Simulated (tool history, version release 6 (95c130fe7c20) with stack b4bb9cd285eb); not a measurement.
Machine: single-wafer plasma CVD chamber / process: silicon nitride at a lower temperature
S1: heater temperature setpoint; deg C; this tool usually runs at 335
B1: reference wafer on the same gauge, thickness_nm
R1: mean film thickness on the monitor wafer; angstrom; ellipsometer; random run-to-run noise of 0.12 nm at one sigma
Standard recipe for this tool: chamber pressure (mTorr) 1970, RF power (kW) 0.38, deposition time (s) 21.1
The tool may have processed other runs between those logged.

Run 1, hour 0: usual settings; B1 33.683. Result: R1 340.64 angstrom.
Run 2, hour 80.6: usual settings but S1 342 deg C, deposition time (s) 24; B1 33.695. Result: R1 387.11 angstrom.
Run 3, hour 124.6: usual settings but S1 342 deg C, deposition time (s) 24; B1 33.693. Result: R1 383.95 angstrom.
Run 4, hour 183.5: usual settings but S1 342 deg C, deposition time (s) 24; B1 33.679. Result: R1 382.88 angstrom.
Run 5, hour 228.5: usual settings; B1 33.727. Result: R1 338.68 angstrom.
Run 6, hour 289.4: usual settings; B1 33.71. Result: R1 341.3 angstrom.
At hour 316.3: gauge calibrated.
Run 7, hour 392.4: usual settings; B1 33.701. Result: R1 339.96 angstrom.
At hour 416.2: thermocouple changed; heater temperature recalibrated.
Run 8, hour 453.3: usual settings but chamber pressure (mTorr) 1750, deposition time (s) 18.9; B1 33.715. Result: R1 298.56 angstrom.
At hour 513.1: capacitance manometer re-zeroed and calibrated.
At hour 535.7: showerhead replaced.
At hour 548.9: RF generator calibrated.
Run 9, hour 590.2: usual settings but S1 329 deg C, chamber pressure (mTorr) 1720; B1 33.705. Result: R1 331.98 angstrom.
Run 10, hour 647.9: usual settings; B1 33.727. Result: R1 339.53 angstrom.
Run 11, hour 718.8: usual settings but deposition time (s) 18; B1 33.686. Result: R1 288.5 angstrom.
Run 12, hour 742.9: usual settings but S1 340 deg C, chamber pressure (mTorr) 2340, deposition time (s) 24.5; B1 33.691. Result: R1 409.54 angstrom.
Run 13, hour 786: usual settings but chamber pressure (mTorr) 2140; B1 33.685. Result: R1 345.01 angstrom.
Run 14, hour 843.1: usual settings but deposition time (s) 17; B1 33.713. Result: R1 273.38 angstrom.

For each run, what was the tool's unlogged condition?
wafer temperature above the value expected at the setpoint (K): 0 in every run
delivered RF power above the setpoint (%): 0 in every run
true pressure above the setpoint (%): 0 in every run
gauge reads high (%): 0 in every run

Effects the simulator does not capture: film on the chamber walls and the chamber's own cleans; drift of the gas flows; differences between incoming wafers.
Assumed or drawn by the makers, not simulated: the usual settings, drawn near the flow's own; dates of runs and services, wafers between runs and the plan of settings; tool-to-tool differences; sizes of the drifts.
